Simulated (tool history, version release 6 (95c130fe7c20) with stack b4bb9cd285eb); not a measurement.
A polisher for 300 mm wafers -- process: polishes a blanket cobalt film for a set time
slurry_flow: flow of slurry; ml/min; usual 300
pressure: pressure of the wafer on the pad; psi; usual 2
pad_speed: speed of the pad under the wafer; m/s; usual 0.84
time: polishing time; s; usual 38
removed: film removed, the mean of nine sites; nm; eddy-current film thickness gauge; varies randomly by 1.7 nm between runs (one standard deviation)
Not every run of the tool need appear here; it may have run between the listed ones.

run	hour	slurry_flow	pressure	pad_speed	time	wafers since the last listed run	wafers polished on this pad	hours since the slurry nozzle was cleaned	hours since the head pressure was calibrated	incoming thickness of the incoming film, nm	removed
1	0	300	2	0.84	38	0	519	438.1	405.2	1302.6	137.7
2	14.5	300	2	0.84	38	117	637	452.6	419.7	1316.7	139.5
# hour 18.9: worn pad replaced by a new one
3	31.5	300	2	0.84	33	105	102	469.6	436.7	1314.4	117.6
4	45.7	300	2	0.84	33	115	217	483.8	450.9	1311.6	119.1
5	58.4	300	2	0.84	33	102	320	496.5	463.6	1298	115.5
6	72.1	300	2	0.84	38	110	431	510.2	477.3	1306.5	138.6
7	87.5	300	2	0.84	38	124	556	525.6	492.7	1329.6	133.9
8	97.6	300	2	0.84	38	81	637	535.7	502.8	1333.2	135.2
# hour 108.1: worn pad replaced by a new one
9	108.6	300	2	0.84	38	56	3	546.7	513.8	1331.5	133.6
10	111.9	300	2	0.84	38	26	30	550	517.1	1329.7	134.8
11	125.9	300	2	0.84	38	113	143	564	531.1	1325.9	135.2
12	142.2	300	2	0.84	38	132	276	580.3	547.4	1331.1	132.3
13	152.8	300	2	0.84	38	85	361	590.9	558	1320.6	132.2
14	160.4	300	2	0.84	38	61	423	598.5	565.6	1325	131.2
15	169.3	300	2	0.84	38	72	495	607.4	574.5	1312.5	133.7
16	178	300	2	1.04	38	70	566	616.1	583.2	1340.5	163.9
# hour 196.4: head pressure recalibrated
17	196.9	300	2	0.84	38	136	703	635	0.5	1299.4	132.3
18	205.8	300	2.3	0.84	49	72	775	643.9	9.4	1320.6	193.7
# hour 210.4: worn pad replaced by a new one
19	218.6	300	1.4	0.84	38	71	66	656.7	22.2	1300	101.8
# hour 239.3: slurry nozzle cleaned
20	253.3	300	2.3	0.84	31	273	339	14	56.9	1309.5	129.3
21	260.9	300	2	0.84	38	61	400	21.6	64.5	1304.1	143.1
22	273.5	300	2	0.64	27	102	503	34.2	77.1	1295.6	77.1
# hour 288.7: worn pad replaced by a new one
23	289.2	380	2.7	0.84	38	94	4	49.9	92.8	1315.2	185.8
24	299.9	300	1.5	0.54	38	86	91	60.6	103.5	1344.7	72.7
25	314.8	300	2	0.84	28	120	211	75.5	118.4	1324.2	104.3
26	340.9	200	2	0.84	38	211	423	101.6	144.5	1326.4	135.5
# hour 375.2: worn pad replaced by a new one
27	375.7	300	2	0.84	38	249	4	136.4	179.3	1302	138.2
28	408.4	300	2	0.7	31	264	269	169.1	212	1315.7	96
29	417.5	300	1.7	0.84	30	73	342	178.2	221.1	1302.4	97.1
30	426.1	300	2	0.84	38	69	412	186.8	229.7	1332.7	139.1
31	438.6	270	2	1	28	101	513	199.3	242.2	1320.3	120.1
32	447	300	2	0.7	47	68	581	207.7	250.6	1324.3	141.8

Predict each of these 3 candidate next runs independently; none follows another, all start after run 32:
A	447.4	300	2	0.84	38	3	585	208.1	251	1324.6	?
B	447.4	300	2.3	1.12	43	3	585	208.1	251	1324.6	?
C	447.4	340	1.4	0.84	38	3	585	208.1	251	1324.6	?

run	removed
A	140
B	235.4
C	109.2
What these runs would have given with no unlogged condition in the tool:
run	removed
A	142.6
B	239.8
C	111
